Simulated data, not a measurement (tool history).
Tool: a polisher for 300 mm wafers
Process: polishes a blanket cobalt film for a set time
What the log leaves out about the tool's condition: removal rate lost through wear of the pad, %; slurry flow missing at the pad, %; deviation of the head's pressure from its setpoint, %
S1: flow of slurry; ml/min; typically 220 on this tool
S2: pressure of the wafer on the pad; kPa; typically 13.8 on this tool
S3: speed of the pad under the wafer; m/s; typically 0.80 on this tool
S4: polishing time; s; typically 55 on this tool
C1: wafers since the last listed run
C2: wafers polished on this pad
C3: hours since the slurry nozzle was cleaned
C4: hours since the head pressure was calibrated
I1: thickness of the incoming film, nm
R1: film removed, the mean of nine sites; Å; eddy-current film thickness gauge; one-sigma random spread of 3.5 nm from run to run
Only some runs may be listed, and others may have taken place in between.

run 1 hour=0.0 | S1=175 S2=13.8 S3=0.88 S4=55 | C1=0 C2=3680 C3=583.5 C4=189.6 | I1=625.0 | R1=2486
-- hour=23.3 slurry nozzle cleaned
-- hour=68.0 worn pad replaced by a new one
run 2 hour=75.8 | S1=175 S2=13.8 S3=0.88 S4=55 | C1=581 C2=64 C3=52.5 C4=265.4 | I1=611.3 | R1=2563
run 3 hour=120.9 | S1=220 S2=13.8 S3=0.80 S4=55 | C1=370 C2=434 C3=97.6 C4=310.5 | I1=612.1 | R1=2265
run 4 hour=180.0 | S1=220 S2=13.8 S3=0.80 S4=55 | C1=485 C2=919 C3=156.7 C4=369.6 | I1=619.6 | R1=2288
run 5 hour=242.0 | S1=220 S2=13.8 S3=0.80 S4=55 | C1=508 C2=1428 C3=218.7 C4=431.6 | I1=625.9 | R1=2232
run 6 hour=279.9 | S1=220 S2=13.8 S3=0.80 S4=55 | C1=311 C2=1739 C3=256.6 C4=469.5 | I1=618.8 | R1=2166
-- hour=374.6 head pressure recalibrated
run 7 hour=375.1 | S1=220 S2=13.8 S3=0.80 S4=55 | C1=765 C2=2504 C3=351.8 C4=0.5 | I1=629.5 | R1=2326
run 8 hour=413.3 | S1=220 S2=13.8 S3=0.80 S4=55 | C1=313 C2=2818 C3=390.0 C4=38.7 | I1=616.1 | R1=2378
run 9 hour=487.6 | S1=220 S2=15.9 S3=0.80 S4=51 | C1=609 C2=3427 C3=464.3 C4=113.0 | I1=621.9 | R1=2435
run 10 hour=542.9 | S1=220 S2=15.9 S3=0.80 S4=51 | C1=453 C2=3881 C3=519.6 C4=168.3 | I1=622.2 | R1=2523
-- hour=578.8 slurry nozzle cleaned
-- hour=642.6 worn pad replaced by a new one, of another model than before
run 11 hour=643.1 | S1=220 S2=13.8 S3=0.80 S4=55 | C1=781 C2=3 C3=64.3 C4=268.5 | I1=611.5 | R1=2295
run 12 hour=744.3 | S1=220 S2=13.8 S3=0.80 S4=55 | C1=830 C2=834 C3=165.5 C4=369.7 | I1=623.6 | R1=2274
run 13 hour=830.0 | S1=220 S2=13.8 S3=0.80 S4=55 | C1=703 C2=1538 C3=251.2 C4=455.4 | I1=622.3 | R1=2259
-- hour=849.5 head pressure recalibrated
run 14 hour=901.7 | S1=220 S2=13.8 S3=0.80 S4=55 | C1=572 C2=2110 C3=322.9 C4=52.2 | I1=616.1 | R1=2327
run 15 hour=997.9 | S1=220 S2=13.8 S3=0.80 S4=55 | C1=789 C2=2899 C3=419.1 C4=148.4 | I1=621.2 | R1=2303
-- hour=1071.5 slurry nozzle cleaned
run 16 hour=1099.2 | S1=220 S2=13.8 S3=0.80 S4=55 | C1=823 C2=3723 C3=27.7 C4=249.7 | I1=621.4 | R1=2373
run 17 hour=1195.8 | S1=220 S2=15.2 S3=0.80 S4=55 | C1=792 C2=4516 C3=124.3 C4=346.3 | I1=622.2 | R1=2424
-- hour=1253.2 worn pad replaced by a new one
run 18 hour=1269.8 | S1=295 S2=13.8 S3=0.80 S4=61 | C1=574 C2=136 C3=198.3 C4=420.3 | I1=606.7 | R1=2666
run 19 hour=1317.1 | S1=220 S2=9.7 S3=0.80 S4=55 | C1=388 C2=524 C3=245.6 C4=467.6 | I1=622.1 | R1=1817
-- hour=1392.7 head pressure recalibrated
run 20 hour=1408.1 | S1=260 S2=16.5 S3=0.62 S4=49 | C1=730 C2=1255 C3=336.6 C4=15.4 | I1=618.1 | R1=2122
run 21 hour=1506.3 | S1=285 S2=17.2 S3=0.80 S4=67 | C1=806 C2=2061 C3=434.8 C4=113.6 | I1=624.1 | R1=3457
run 22 hour=1560.4 | S1=220 S2=13.8 S3=0.80 S4=71 | C1=444 C2=2505 C3=488.9 C4=167.7 | I1=616.1 | R1=3044
run 23 hour=1597.6 | S1=275 S2=13.8 S3=0.62 S4=55 | C1=305 C2=2810 C3=526.1 C4=204.9 | I1=634.0 | R1=2077
-- hour=1642.3 slurry nozzle cleaned
run 24 hour=1673.0 | S1=220 S2=13.8 S3=0.80 S4=55 | C1=610 C2=3421 C3=30.7 C4=280.3 | I1=625.7 | R1=2242
-- hour=1768.1 worn pad replaced by a new one
run 25 hour=1772.7 | S1=220 S2=13.8 S3=0.80 S4=55 | C1=785 C2=37 C3=130.4 C4=380.0 | I1=617.7 | R1=2284
run 26 hour=1818.4 | S1=220 S2=13.8 S3=0.80 S4=55 | C1=375 C2=412 C3=176.1 C4=425.7 | I1=615.2 | R1=2238
run 27 hour=1859.2 | S1=220 S2=11.7 S3=0.90 S4=55 | C1=334 C2=747 C3=216.9 C4=466.5 | I1=621.1 | R1=2094
run 28 hour=1904.7 | S1=220 S2=15.9 S3=0.62 S4=55 | C1=373 C2=1120 C3=262.4 C4=512.0 | I1=611.7 | R1=2032
-- hour=1919.0 head pressure recalibrated
run 29 hour=2010.2 | S1=280 S2=17.9 S3=0.94 S4=69 | C1=849 C2=1970 C3=367.9 C4=91.2 | I1=620.2 | R1=4112
run 30 hour=2083.0 | S1=190 S2=13.8 S3=1.06 S4=42 | C1=597 C2=2568 C3=440.7 C4=164.0 | I1=616.3 | R1=2056
-- hour=2112.5 slurry nozzle cleaned
run 31 hour=2146.9 | S1=220 S2=15.9 S3=0.80 S4=51 | C1=516 C2=3084 C3=34.4 C4=227.9 | I1=619.6 | R1=2382
run 32 hour=2234.0 | S1=220 S2=13.8 S3=0.80 S4=55 | C1=714 C2=3799 C3=121.5 C4=315.0 | I1=611.8 | R1=2264
-- hour=2255.0 worn pad replaced by a new one
run 33 hour=2287.0 | S1=275 S2=13.8 S3=0.72 S4=55 | C1=402 C2=262 C3=174.5 C4=368.0 | I1=618.8 | R1=2221
run 34 hour=2390.0 | S1=185 S2=13.8 S3=1.04 S4=55 | C1=845 C2=1107 C3=277.5 C4=471.0 | I1=630.7 | R1=2496
-- hour=2459.4 head pressure recalibrated
run 35 hour=2466.3 | S1=220 S2=12.4 S3=0.80 S4=55 | C1=609 C2=1717 C3=353.8 C4=6.9 | I1=609.0 | R1=2195
run 36 hour=2569.1 | S1=220 S2=13.8 S3=0.80 S4=41 | C1=843 C2=2561 C3=456.6 C4=109.7 | I1=620.3 | R1=1750

The same runs without the tool's hidden state, with the same run-to-run variation:
run=1 R1=2488
run=2 R1=2600
run=3 R1=2321
run=4 R1=2382
run=5 R1=2371
run=6 R1=2334
run=7 R1=2333
run=8 R1=2387
run=9 R1=2455
run=10 R1=2559
run=11 R1=2343
run=12 R1=2361
run=13 R1=2390
run=14 R1=2316
run=15 R1=2303
run=16 R1=2398
run=17 R1=2486
run=18 R1=2775
run=19 R1=1913
run=20 R1=2137
run=21 R1=3493
run=22 R1=3088
run=23 R1=2114
run=24 R1=2305
run=25 R1=2389
run=26 R1=2364
run=27 R1=2233
run=28 R1=2194
run=29 R1=4129
run=30 R1=2074
run=31 R1=2419
run=32 R1=2327
run=33 R1=2306
run=34 R1=2651
run=35 R1=2205
run=36 R1=1763
